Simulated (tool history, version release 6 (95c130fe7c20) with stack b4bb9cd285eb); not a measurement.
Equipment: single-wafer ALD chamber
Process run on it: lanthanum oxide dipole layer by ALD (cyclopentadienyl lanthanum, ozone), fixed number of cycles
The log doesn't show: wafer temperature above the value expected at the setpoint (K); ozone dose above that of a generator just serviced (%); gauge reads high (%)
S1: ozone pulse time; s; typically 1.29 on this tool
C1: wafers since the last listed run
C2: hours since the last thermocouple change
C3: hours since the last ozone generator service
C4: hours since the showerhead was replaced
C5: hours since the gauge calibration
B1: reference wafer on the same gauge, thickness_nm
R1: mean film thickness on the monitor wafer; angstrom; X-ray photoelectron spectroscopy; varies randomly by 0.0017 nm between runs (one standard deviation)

run,hour,S1,C1,C2,C3,C4,C5,B1,R1
1,0.0,1.29,0,1201.8,453.3,5024.4,2258.4,0.665,5.69
2,54.9,1.29,847,1256.7,508.2,5079.3,2313.3,0.666,5.67
3,100.2,1.29,699,1302.0,553.5,5124.6,2358.6,0.665,5.65
4,140.2,1.29,617,1342.0,593.5,5164.6,2398.6,0.666,5.63
5,187.1,1.29,724,1388.9,640.4,5211.5,2445.5,0.667,5.63
6,281.4,1.29,1456,1483.2,734.7,5305.8,2539.8,0.667,5.60
# hour 306.5: ozone generator serviced
7,380.0,1.29,1399,1581.8,73.5,5404.4,2638.4,0.666,5.81
8,471.8,0.94,1417,1673.6,165.3,5496.2,2730.2,0.667,5.27
9,520.5,0.94,752,1722.3,214.0,5544.9,2778.9,0.667,5.23
# hour 583.1: gauge calibrated
10,610.1,0.94,1383,1811.9,303.6,5634.5,27.0,0.665,5.21
11,688.1,1.29,1204,1889.9,381.6,5712.5,105.0,0.667,5.69
# hour 713.8: showerhead replaced
12,795.5,1.60,1535,1997.3,489.0,81.7,212.4,0.665,5.90
13,831.9,1.02,562,2033.7,525.4,118.1,248.8,0.666,5.21
14,924.8,1.09,1434,2126.6,618.3,211.0,341.7,0.665,5.31
15,977.3,0.88,810,2179.1,670.8,263.5,394.2,0.666,4.84
16,1027.7,1.29,778,2229.5,721.2,313.9,444.6,0.666,5.58
17,1066.9,0.96,605,2268.7,760.4,353.1,483.8,0.667,4.98
# hour 1082.2: ozone generator serviced
# hour 1146.9: thermocouple changed; heater temperature recalibrated
18,1167.0,0.84,1298,20.1,84.8,453.2,583.9,0.666,5.08
19,1218.9,0.94,801,72.0,136.7,505.1,635.8,0.666,5.26
20,1320.3,1.29,1566,173.4,238.1,606.5,737.2,0.666,5.75
21,1396.9,1.12,1183,250.0,314.7,683.1,813.8,0.666,5.52
22,1478.3,1.29,1257,331.4,396.1,764.5,895.2,0.666,5.73
23,1564.4,1.01,1329,417.5,482.2,850.6,981.3,0.666,5.24
24,1635.6,1.56,1099,488.7,553.4,921.8,1052.5,0.667,5.90
# hour 1693.0: ozone generator serviced
25,1702.3,1.04,906,555.4,9.3,988.5,1119.2,0.667,5.52
26,1744.3,0.97,648,597.4,51.3,1030.5,1161.2,0.666,5.37
27,1821.8,1.63,1196,674.9,128.8,1108.0,1238.7,0.666,6.04
28,1962.8,1.29,2177,815.9,269.8,1249.0,1379.7,0.666,5.76
29,2049.9,1.65,1345,903.0,356.9,1336.1,1466.8,0.666,6.00
30,2086.5,1.13,565,939.6,393.5,1372.7,1503.4,0.665,5.48
31,2134.3,1.13,738,987.4,441.3,1420.5,1551.2,0.666,5.45
32,2186.4,1.29,804,1039.5,493.4,1472.6,1603.3,0.666,5.70
33,2231.6,1.65,698,1084.7,538.6,1517.8,1648.5,0.666,5.97

Selected run-to-run steps in R1, each split into two signed amounts: the part the tool would show with no hidden state at all (from settings, incoming material and random variation), and the remainder, which goes to the hidden state together with any gauge scatter not common to the measured and the hidden-state-free results:
Run 6 -> 7: ozone generator serviced. R1 +0.21 angstrom: hidden state +0.19, all else +0.02.
Run 12 -> 13: S1 1.60 -> 1.02. R1 -0.69 angstrom: hidden state -0.14, all else -0.55.
Run 15 -> 16: S1 0.88 -> 1.29. R1 +0.74 angstrom: hidden state +0.09, all else +0.65.
Run 17 -> 18: S1 0.96 -> 0.84, ozone generator serviced, thermocouple changed; heater temperature recalibrated. R1 +0.10 angstrom: hidden state +0.36, all else -0.26.
Run 26 -> 27: S1 0.97 -> 1.63. R1 +0.67 angstrom: hidden state +0.01, all else +0.66.

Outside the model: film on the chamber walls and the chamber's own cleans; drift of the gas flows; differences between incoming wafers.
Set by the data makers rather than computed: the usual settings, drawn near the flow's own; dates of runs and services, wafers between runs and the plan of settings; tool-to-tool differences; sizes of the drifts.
